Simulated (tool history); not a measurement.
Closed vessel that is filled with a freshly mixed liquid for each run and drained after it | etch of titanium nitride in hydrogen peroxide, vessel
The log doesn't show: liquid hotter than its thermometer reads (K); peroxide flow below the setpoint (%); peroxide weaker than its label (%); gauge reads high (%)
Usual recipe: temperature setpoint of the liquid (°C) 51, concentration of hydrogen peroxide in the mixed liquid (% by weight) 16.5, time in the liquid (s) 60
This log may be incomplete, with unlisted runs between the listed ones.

run	hour	temperature setpoint of the liquid (°C)	concentration of hydrogen peroxide in the mixed liquid (% by weight)	time in the liquid (s)	wafers since the last listed run	hours since the thermometer was replaced	hours since the peroxide flow meter was replaced	hours since the drum of peroxide was connected	hours since the gauge calibration	read-back film thickness of the titanium nitride reference wafer, read on the same gauge (nm)	thickness taken off the titanium nitride on a monitor wafer (Å)
1	0	51	16.5	60	0	1302.6	1367.3	1093.3	38.9	69.979	53.94
2	13.2	51	16.5	60	1599	1315.8	1380.5	1106.5	52.1	70.024	53.51
3	22.3	51	16.5	60	1102	1324.9	1389.6	1115.6	61.2	69.999	53.65
4	37.2	51	16.5	60	1805	1339.8	1404.5	1130.5	76.1	70.005	54.52
5	79.3	51	16.5	60	5101	1381.9	1446.6	1172.6	118.2	69.996	54.36
# hour 88.6: peroxide flow meter replaced
6	89.1	51	16.5	60	1066	1391.7	0.5	1182.4	128	70.008	54.44
7	102.1	54.5	14.5	50	1575	1404.7	13.5	1195.4	141	70.001	56.98
8	108.3	51	16.5	80	751	1410.9	19.7	1201.6	147.2	70.011	72.68
9	125.3	41	13	35	2059	1427.9	36.7	1218.6	164.2	70.003	14.48
10	137.9	51	19	60	1526	1440.5	49.3	1231.2	176.8	70.018	56.43
# hour 143.4: new drum of peroxide connected
11	155.1	54	16.5	60	1963	1457.7	66.5	11.7	194	70.011	66.99
12	195.8	44.5	16.5	60	4931	1498.4	107.2	52.4	234.7	69.992	34.27
13	202.1	47	14.5	50	763	1504.7	113.5	58.7	241	70.002	32.99
14	212.1	51	12	60	1211	1514.7	123.5	68.7	251	70.007	50.96
15	227.9	51	16.5	60	1914	1530.5	139.3	84.5	266.8	70.001	55.34
# hour 231.5: thermometer replaced
16	241.8	54	18.5	60	1563	10.3	153.2	98.4	280.7	70.024	60.97
17	249.3	51	16.5	40	908	17.8	160.7	105.9	288.2	69.974	32.09
18	264	57.5	20.5	70	1781	32.5	175.4	120.6	302.9	70.01	92.44
# hour 265.7: gauge calibrated
19	311.5	58.5	16.5	50	5755	80	222.9	168.1	45.8	69.982	68.7
20	327.9	44.5	14	60	1987	96.4	239.3	184.5	62.2	69.989	28.96
21	334.4	43.5	14.5	80	787	102.9	245.8	191	68.7	70.002	36.12
22	344.9	46.5	14.5	45	1272	113.4	256.3	201.5	79.2	69.997	25.71
23	370.9	58.5	12	80	3150	139.4	282.3	227.5	105.2	70.018	101.47
24	383.2	54.5	14.5	50	1490	151.7	294.6	239.8	117.5	70.012	50.09
25	391.4	42	16.5	35	993	159.9	302.8	248	125.7	70.015	14.73
26	403.8	51	16.5	60	1502	172.3	315.2	260.4	138.1	70.014	48.56
27	419.6	51	16.5	60	1914	188.1	331	276.2	153.9	69.999	49.16
28	425.9	56	18	95	763	194.4	337.3	282.5	160.2	69.993	112.6

Predict each of these 5 candidate next runs independently; none follows another, all start after run 28:
A	426.6	51	16.5	60	84	195.1	338	283.2	160.9	?	?
B	426.6	60.5	19.5	95	84	195.1	338	283.2	160.9	?	?
C	426.6	56	19.5	30	84	195.1	338	283.2	160.9	?	?
D	426.6	54.5	14.5	75	84	195.1	338	283.2	160.9	?	?
E	426.6	51	14.5	60	84	195.1	338	283.2	160.9	?	?

run	read-back film thickness of the titanium nitride reference wafer, read on the same gauge (nm)	thickness taken off the titanium nitride on a monitor wafer (Å)
A	69.991	49.36
B	69.991	156.9
C	69.991	36.39
D	69.991	76.96
E	69.991	48.04
With the hidden condition removed and each run's random variation left untouched, the same runs would have given:
run	thickness taken off the titanium nitride on a monitor wafer (Å)
A	48.28
B	153.64
C	35.62
D	75.3
E	46.98

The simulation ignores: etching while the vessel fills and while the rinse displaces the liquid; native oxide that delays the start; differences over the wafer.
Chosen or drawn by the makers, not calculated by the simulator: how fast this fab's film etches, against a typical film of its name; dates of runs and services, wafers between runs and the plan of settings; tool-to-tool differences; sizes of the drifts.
